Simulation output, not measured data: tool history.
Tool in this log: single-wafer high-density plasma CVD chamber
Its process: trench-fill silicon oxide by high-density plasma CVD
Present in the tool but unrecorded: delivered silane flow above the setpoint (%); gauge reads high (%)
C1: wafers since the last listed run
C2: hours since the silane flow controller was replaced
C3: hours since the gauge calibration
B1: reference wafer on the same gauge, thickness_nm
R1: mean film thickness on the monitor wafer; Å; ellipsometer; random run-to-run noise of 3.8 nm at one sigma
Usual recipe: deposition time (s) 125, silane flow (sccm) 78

run 1 hour=0 | deposition_time_(s)=110 silane_flow_(sccm)=70 | C1=0 C2=664.7 C3=804.9 | B1=891.897 | R1=7457.59
run 2 hour=74.1 | deposition_time_(s)=110 silane_flow_(sccm)=70 | C1=1311 C2=738.8 C3=879 | B1=892.175 | R1=7438.77
run 3 hour=127.4 | deposition_time_(s)=125 silane_flow_(sccm)=78 | C1=943 C2=792.1 C3=932.3 | B1=891.475 | R1=9393.27
run 4 hour=230.9 | deposition_time_(s)=125 silane_flow_(sccm)=78 | C1=1832 C2=895.6 C3=1035.8 | B1=891.862 | R1=9461.8
run 5 hour=318.4 | deposition_time_(s)=125 silane_flow_(sccm)=78 | C1=1548 C2=983.1 C3=1123.3 | B1=891.895 | R1=9469.95
run 6 hour=389.1 | deposition_time_(s)=136 silane_flow_(sccm)=78 | C1=1251 C2=1053.8 C3=1194 | B1=891.55 | R1=10335.83
run 7 hour=457 | deposition_time_(s)=136 silane_flow_(sccm)=78 | C1=1201 C2=1121.7 C3=1261.9 | B1=891.916 | R1=10253.39
run 8 hour=505.9 | deposition_time_(s)=136 silane_flow_(sccm)=78 | C1=865 C2=1170.6 C3=1310.8 | B1=892.148 | R1=10198.05
run 9 hour=799.9 | deposition_time_(s)=116 silane_flow_(sccm)=90 | C1=5204 C2=1464.6 C3=1604.8 | B1=893 | R1=10004.28
run 10 hour=868.2 | deposition_time_(s)=116 silane_flow_(sccm)=90 | C1=1209 C2=1532.9 C3=1673.1 | B1=892.489 | R1=10123.67
run 11 hour=954.5 | deposition_time_(s)=116 silane_flow_(sccm)=90 | C1=1527 C2=1619.2 C3=1759.4 | B1=891.036 | R1=10088.1
run 12 hour=1049.7 | deposition_time_(s)=125 silane_flow_(sccm)=78 | C1=1685 C2=1714.4 C3=1854.6 | B1=891.918 | R1=9369.44
run 13 hour=1112.6 | deposition_time_(s)=125 silane_flow_(sccm)=78 | C1=1113 C2=1777.3 C3=1917.5 | B1=892.063 | R1=9449.46
run 14 hour=1188 | deposition_time_(s)=125 silane_flow_(sccm)=78 | C1=1334 C2=1852.7 C3=1992.9 | B1=892.493 | R1=9319.81
run 15 hour=1269.2 | deposition_time_(s)=125 silane_flow_(sccm)=85 | C1=1437 C2=1933.9 C3=2074.1 | B1=892.524 | R1=10222.67
run 16 hour=1306.1 | deposition_time_(s)=125 silane_flow_(sccm)=85 | C1=653 C2=1970.8 C3=2111 | B1=891.165 | R1=10181.72
run 17 hour=1405.4 | deposition_time_(s)=125 silane_flow_(sccm)=85 | C1=1757 C2=2070.1 C3=2210.3 | B1=891.904 | R1=10191.44
run 18 hour=1480.6 | deposition_time_(s)=125 silane_flow_(sccm)=78 | C1=1331 C2=2145.3 C3=2285.5 | B1=892.213 | R1=9339.59
run 19 hour=1536.1 | deposition_time_(s)=125 silane_flow_(sccm)=78 | C1=982 C2=2200.8 C3=2341 | B1=892.382 | R1=9356.57
run 20 hour=1642.7 | deposition_time_(s)=125 silane_flow_(sccm)=78 | C1=1887 C2=2307.4 C3=2447.6 | B1=890.985 | R1=9342.6
run 21 hour=1697.5 | deposition_time_(s)=109 silane_flow_(sccm)=78 | C1=970 C2=2362.2 C3=2502.4 | B1=890.967 | R1=8132.8
run 22 hour=2005.5 | deposition_time_(s)=109 silane_flow_(sccm)=78 | C1=5452 C2=2670.2 C3=2810.4 | B1=891.755 | R1=8137.83
run 23 hour=2063.7 | deposition_time_(s)=146 silane_flow_(sccm)=84 | C1=1030 C2=2728.4 C3=2868.6 | B1=892.659 | R1=11666.8
run 24 hour=2112.8 | deposition_time_(s)=139 silane_flow_(sccm)=86 | C1=869 C2=2777.5 C3=2917.7 | B1=892.395 | R1=11459.99
run 25 hour=2272 | deposition_time_(s)=125 silane_flow_(sccm)=78 | C1=2818 C2=2936.7 C3=3076.9 | B1=892.481 | R1=9358.65
-- hour=2312.5 gauge calibrated
run 26 hour=2315.1 | deposition_time_(s)=116 silane_flow_(sccm)=78 | C1=762 C2=2979.8 C3=2.6 | B1=892.167 | R1=8605.85
run 27 hour=2411.4 | deposition_time_(s)=125 silane_flow_(sccm)=78 | C1=1704 C2=3076.1 C3=98.9 | B1=891.462 | R1=9261.24
run 28 hour=2464.2 | deposition_time_(s)=125 silane_flow_(sccm)=78 | C1=934 C2=3128.9 C3=151.7 | B1=891.693 | R1=9280.48
run 29 hour=2537.6 | deposition_time_(s)=125 silane_flow_(sccm)=78 | C1=1299 C2=3202.3 C3=225.1 | B1=891.778 | R1=9266.69
run 30 hour=2620.6 | deposition_time_(s)=125 silane_flow_(sccm)=86 | C1=1469 C2=3285.3 C3=308.1 | B1=890.941 | R1=10242.98
run 31 hour=2668.7 | deposition_time_(s)=109 silane_flow_(sccm)=69 | C1=851 C2=3333.4 C3=356.2 | B1=892.157 | R1=7198.25
run 32 hour=2705.2 | deposition_time_(s)=135 silane_flow_(sccm)=78 | C1=646 C2=3369.9 C3=392.7 | B1=892.242 | R1=10066.84
run 33 hour=2759.1 | deposition_time_(s)=135 silane_flow_(sccm)=93 | C1=954 C2=3423.8 C3=446.6 | B1=892.728 | R1=11949.09
run 34 hour=2823.1 | deposition_time_(s)=107 silane_flow_(sccm)=78 | C1=1132 C2=3487.8 C3=510.6 | B1=891.933 | R1=7926.04
-- hour=2859.6 silane flow controller replaced
run 35 hour=2912.5 | deposition_time_(s)=125 silane_flow_(sccm)=78 | C1=1440 C2=52.9 C3=600 | B1=891.77 | R1=9530.54
run 36 hour=2985.3 | deposition_time_(s)=144 silane_flow_(sccm)=63 | C1=1288 C2=125.7 C3=672.8 | B1=890.768 | R1=8912.09
run 37 hour=3033.9 | deposition_time_(s)=148 silane_flow_(sccm)=84 | C1=860 C2=174.3 C3=721.4 | B1=891.541 | R1=12167.18
run 38 hour=3083.3 | deposition_time_(s)=125 silane_flow_(sccm)=78 | C1=874 C2=223.7 C3=770.8 | B1=891.322 | R1=9522.04
run 39 hour=3163.8 | deposition_time_(s)=118 silane_flow_(sccm)=63 | C1=1425 C2=304.2 C3=851.3 | B1=891.839 | R1=7267.19
run 40 hour=3270.2 | deposition_time_(s)=125 silane_flow_(sccm)=64 | C1=1883 C2=410.6 C3=957.7 | B1=892.245 | R1=7810.35
run 41 hour=3346.7 | deposition_time_(s)=125 silane_flow_(sccm)=78 | C1=1354 C2=487.1 C3=1034.2 | B1=891.803 | R1=9501.96
run 42 hour=3508.6 | deposition_time_(s)=125 silane_flow_(sccm)=78 | C1=2866 C2=649 C3=1196.1 | B1=891.152 | R1=9509.57
run 43 hour=3604.1 | deposition_time_(s)=140 silane_flow_(sccm)=93 | C1=1690 C2=744.5 C3=1291.6 | B1=892.371 | R1=12655.23
run 44 hour=3688.8 | deposition_time_(s)=106 silane_flow_(sccm)=63 | C1=1499 C2=829.2 C3=1376.3 | B1=891.207 | R1=6493.91

Each row is a separate what-if for the run after 44, all from the same tool condition, not one after another. Results?
run A hour=3689.2 | deposition_time_(s)=125 silane_flow_(sccm)=83 | C1=7 C2=829.6 C3=1376.7 | B1=? | R1=?
run B hour=3689.2 | deposition_time_(s)=125 silane_flow_(sccm)=93 | C1=7 C2=829.6 C3=1376.7 | B1=? | R1=?
run C hour=3689.2 | deposition_time_(s)=101 silane_flow_(sccm)=78 | C1=7 C2=829.6 C3=1376.7 | B1=? | R1=?
run D hour=3689.2 | deposition_time_(s)=142 silane_flow_(sccm)=92 | C1=7 C2=829.6 C3=1376.7 | B1=? | R1=?
run E hour=3689.2 | deposition_time_(s)=135 silane_flow_(sccm)=69 | C1=7 C2=829.6 C3=1376.7 | B1=? | R1=?

run=A B1=891.355 R1=10113.43
run=B B1=891.355 R1=11331.91
run=C B1=891.355 R1=7679.38
run=D B1=891.355 R1=12734.63
run=E B1=891.355 R1=9080.15
What these runs would have given with no unlogged condition in the tool:
run=A R1=10115.75
run=B R1=11334.52
run=C R1=7681.15
run=D R1=12737.56
run=E R1=9082.24
